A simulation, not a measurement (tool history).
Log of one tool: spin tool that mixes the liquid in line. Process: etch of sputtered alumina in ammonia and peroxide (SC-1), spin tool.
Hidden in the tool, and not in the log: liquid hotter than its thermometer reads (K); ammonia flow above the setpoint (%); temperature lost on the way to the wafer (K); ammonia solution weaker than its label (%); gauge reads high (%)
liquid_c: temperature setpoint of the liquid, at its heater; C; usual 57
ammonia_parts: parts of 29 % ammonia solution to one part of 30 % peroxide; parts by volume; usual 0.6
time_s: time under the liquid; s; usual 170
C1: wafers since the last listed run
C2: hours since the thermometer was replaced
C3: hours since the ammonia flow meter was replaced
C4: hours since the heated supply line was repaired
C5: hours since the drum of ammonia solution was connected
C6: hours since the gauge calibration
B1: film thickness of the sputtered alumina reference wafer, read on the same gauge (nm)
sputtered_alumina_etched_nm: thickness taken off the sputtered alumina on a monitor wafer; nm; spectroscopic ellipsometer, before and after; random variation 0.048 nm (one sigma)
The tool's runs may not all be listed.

{"run": 1, "hour": 0.0, "liquid_c": 57, "ammonia_parts": 0.6, "time_s": 170, "C1": 0, "C2": 882.8, "C3": 1265.4, "C4": 392.3, "C5": 659.8, "C6": 355, "B1": 49.94, "sputtered_alumina_etched_nm": 7.89}
{"run": 2, "hour": 31.4, "liquid_c": 57, "ammonia_parts": 0.6, "time_s": 170, "C1": 288, "C2": 914.2, "C3": 1296.8, "C4": 423.7, "C5": 691.2, "C6": 386.4, "B1": 49.99, "sputtered_alumina_etched_nm": 7.92}
{"run": 3, "hour": 55.9, "liquid_c": 57, "ammonia_parts": 0.6, "time_s": 170, "C1": 224, "C2": 938.7, "C3": 1321.3, "C4": 448.2, "C5": 715.7, "C6": 410.9, "B1": 50.05, "sputtered_alumina_etched_nm": 7.93}
{"run": 4, "hour": 74.3, "liquid_c": 57, "ammonia_parts": 0.6, "time_s": 170, "C1": 168, "C2": 957.1, "C3": 1339.7, "C4": 466.6, "C5": 734.1, "C6": 429.3, "B1": 49.99, "sputtered_alumina_etched_nm": 7.95}
{"run": 5, "hour": 95.0, "liquid_c": 57, "ammonia_parts": 0.6, "time_s": 170, "C1": 189, "C2": 977.8, "C3": 1360.4, "C4": 487.3, "C5": 754.8, "C6": 450, "B1": 50, "sputtered_alumina_etched_nm": 7.94}
{"run": 6, "hour": 190.1, "liquid_c": 61, "ammonia_parts": 0.6, "time_s": 195, "C1": 872, "C2": 1072.9, "C3": 1455.5, "C4": 582.4, "C5": 849.9, "C6": 545.1, "B1": 50.01, "sputtered_alumina_etched_nm": 11.29}
{"run": 7, "hour": 218.5, "liquid_c": 57, "ammonia_parts": 0.6, "time_s": 170, "C1": 260, "C2": 1101.3, "C3": 1483.9, "C4": 610.8, "C5": 878.3, "C6": 573.5, "B1": 49.94, "sputtered_alumina_etched_nm": 7.98}
{"hour": 224.2, "done": "new drum of ammonia solution connected"}
{"run": 8, "hour": 238.7, "liquid_c": 57, "ammonia_parts": 0.6, "time_s": 170, "C1": 176, "C2": 1121.5, "C3": 1504.1, "C4": 631, "C5": 14.5, "C6": 593.7, "B1": 49.96, "sputtered_alumina_etched_nm": 7.93}
{"run": 9, "hour": 345.9, "liquid_c": 57, "ammonia_parts": 0.6, "time_s": 170, "C1": 983, "C2": 1228.7, "C3": 1611.3, "C4": 738.2, "C5": 121.7, "C6": 700.9, "B1": 49.99, "sputtered_alumina_etched_nm": 8.05}
{"run": 10, "hour": 369.8, "liquid_c": 57, "ammonia_parts": 0.6, "time_s": 230, "C1": 219, "C2": 1252.6, "C3": 1635.2, "C4": 762.1, "C5": 145.6, "C6": 724.8, "B1": 49.98, "sputtered_alumina_etched_nm": 10.81}
{"run": 11, "hour": 395.5, "liquid_c": 62, "ammonia_parts": 0.6, "time_s": 200, "C1": 235, "C2": 1278.3, "C3": 1660.9, "C4": 787.8, "C5": 171.3, "C6": 750.5, "B1": 50.05, "sputtered_alumina_etched_nm": 12.27}
{"run": 12, "hour": 429.1, "liquid_c": 66, "ammonia_parts": 0.75, "time_s": 215, "C1": 308, "C2": 1311.9, "C3": 1694.5, "C4": 821.4, "C5": 204.9, "C6": 784.1, "B1": 50.02, "sputtered_alumina_etched_nm": 16.41}
{"hour": 441.6, "done": "heated supply line repaired"}
{"hour": 455.0, "done": "thermometer replaced"}
{"hour": 455.7, "done": "ammonia flow meter replaced"}
{"run": 13, "hour": 460.9, "liquid_c": 57, "ammonia_parts": 0.6, "time_s": 170, "C1": 266, "C2": 5.9, "C3": 5.2, "C4": 19.3, "C5": 236.7, "C6": 815.9, "B1": 49.99, "sputtered_alumina_etched_nm": 7.65}
{"run": 14, "hour": 476.4, "liquid_c": 48.5, "ammonia_parts": 0.7, "time_s": 80, "C1": 142, "C2": 21.4, "C3": 20.7, "C4": 34.8, "C5": 252.2, "C6": 831.4, "B1": 50, "sputtered_alumina_etched_nm": 2.3}
{"hour": 481.8, "done": "gauge calibrated"}
{"run": 15, "hour": 502.8, "liquid_c": 57, "ammonia_parts": 0.6, "time_s": 85, "C1": 242, "C2": 47.8, "C3": 47.1, "C4": 61.2, "C5": 278.6, "C6": 21, "B1": 49.97, "sputtered_alumina_etched_nm": 3.82}
{"run": 16, "hour": 538.1, "liquid_c": 57, "ammonia_parts": 0.6, "time_s": 200, "C1": 323, "C2": 83.1, "C3": 82.4, "C4": 96.5, "C5": 313.9, "C6": 56.3, "B1": 49.98, "sputtered_alumina_etched_nm": 8.9}
{"run": 17, "hour": 551.0, "liquid_c": 65.5, "ammonia_parts": 0.4, "time_s": 145, "C1": 118, "C2": 96, "C3": 95.3, "C4": 109.4, "C5": 326.8, "C6": 69.2, "B1": 50.01, "sputtered_alumina_etched_nm": 9.71}
{"run": 18, "hour": 584.1, "liquid_c": 57, "ammonia_parts": 0.7, "time_s": 170, "C1": 303, "C2": 129.1, "C3": 128.4, "C4": 142.5, "C5": 359.9, "C6": 102.3, "B1": 50, "sputtered_alumina_etched_nm": 7.75}
{"run": 19, "hour": 603.1, "liquid_c": 57, "ammonia_parts": 0.6, "time_s": 170, "C1": 174, "C2": 148.1, "C3": 147.4, "C4": 161.5, "C5": 378.9, "C6": 121.3, "B1": 49.95, "sputtered_alumina_etched_nm": 7.6}
{"run": 20, "hour": 629.4, "liquid_c": 57, "ammonia_parts": 0.5, "time_s": 230, "C1": 241, "C2": 174.4, "C3": 173.7, "C4": 187.8, "C5": 405.2, "C6": 147.6, "B1": 49.96, "sputtered_alumina_etched_nm": 10.01}
{"run": 21, "hour": 650.6, "liquid_c": 57, "ammonia_parts": 0.6, "time_s": 170, "C1": 194, "C2": 195.6, "C3": 194.9, "C4": 209, "C5": 426.4, "C6": 168.8, "B1": 49.98, "sputtered_alumina_etched_nm": 7.67}
{"run": 22, "hour": 668.2, "liquid_c": 60, "ammonia_parts": 0.9, "time_s": 75, "C1": 161, "C2": 213.2, "C3": 212.5, "C4": 226.6, "C5": 444, "C6": 186.4, "B1": 50.05, "sputtered_alumina_etched_nm": 4.09}
{"run": 23, "hour": 681.6, "liquid_c": 57, "ammonia_parts": 0.6, "time_s": 170, "C1": 122, "C2": 226.6, "C3": 225.9, "C4": 240, "C5": 457.4, "C6": 199.8, "B1": 49.99, "sputtered_alumina_etched_nm": 7.64}
{"run": 24, "hour": 712.6, "liquid_c": 57, "ammonia_parts": 0.6, "time_s": 265, "C1": 284, "C2": 257.6, "C3": 256.9, "C4": 271, "C5": 488.4, "C6": 230.8, "B1": 50.02, "sputtered_alumina_etched_nm": 11.88}
{"run": 25, "hour": 725.7, "liquid_c": 57, "ammonia_parts": 0.6, "time_s": 170, "C1": 120, "C2": 270.7, "C3": 270, "C4": 284.1, "C5": 501.5, "C6": 243.9, "B1": 49.97, "sputtered_alumina_etched_nm": 7.64}

4 ways to go on from here, each from the tool as it stands after run 25. What would each give?
{"run": "A", "hour": 726.2, "liquid_c": 57, "ammonia_parts": 0.4, "time_s": 170, "C1": 4, "C2": 271.2, "C3": 270.5, "C4": 284.6, "C5": 502, "C6": 244.4, "B1": "?", "sputtered_alumina_etched_nm": "?"}
{"run": "B", "hour": 726.2, "liquid_c": 53.5, "ammonia_parts": 0.5, "time_s": 220, "C1": 4, "C2": 271.2, "C3": 270.5, "C4": 284.6, "C5": 502, "C6": 244.4, "B1": "?", "sputtered_alumina_etched_nm": "?"}
{"run": "C", "hour": 726.2, "liquid_c": 64.5, "ammonia_parts": 0.45, "time_s": 100, "C1": 4, "C2": 271.2, "C3": 270.5, "C4": 284.6, "C5": 502, "C6": 244.4, "B1": "?", "sputtered_alumina_etched_nm": "?"}
{"run": "D", "hour": 726.2, "liquid_c": 61.5, "ammonia_parts": 0.45, "time_s": 225, "C1": 4, "C2": 271.2, "C3": 270.5, "C4": 284.6, "C5": 502, "C6": 244.4, "B1": "?", "sputtered_alumina_etched_nm": "?"}

run=A B1=50.01 sputtered_alumina_etched_nm=7.43
run=B B1=50.01 sputtered_alumina_etched_nm=8.16
run=C B1=50.01 sputtered_alumina_etched_nm=6.48
run=D B1=50.01 sputtered_alumina_etched_nm=12.55
Without the tool's hidden state the same runs would have given:
run=A sputtered_alumina_etched_nm=7.41
run=B sputtered_alumina_etched_nm=8.13
run=C sputtered_alumina_etched_nm=6.47
run=D sputtered_alumina_etched_nm=12.51
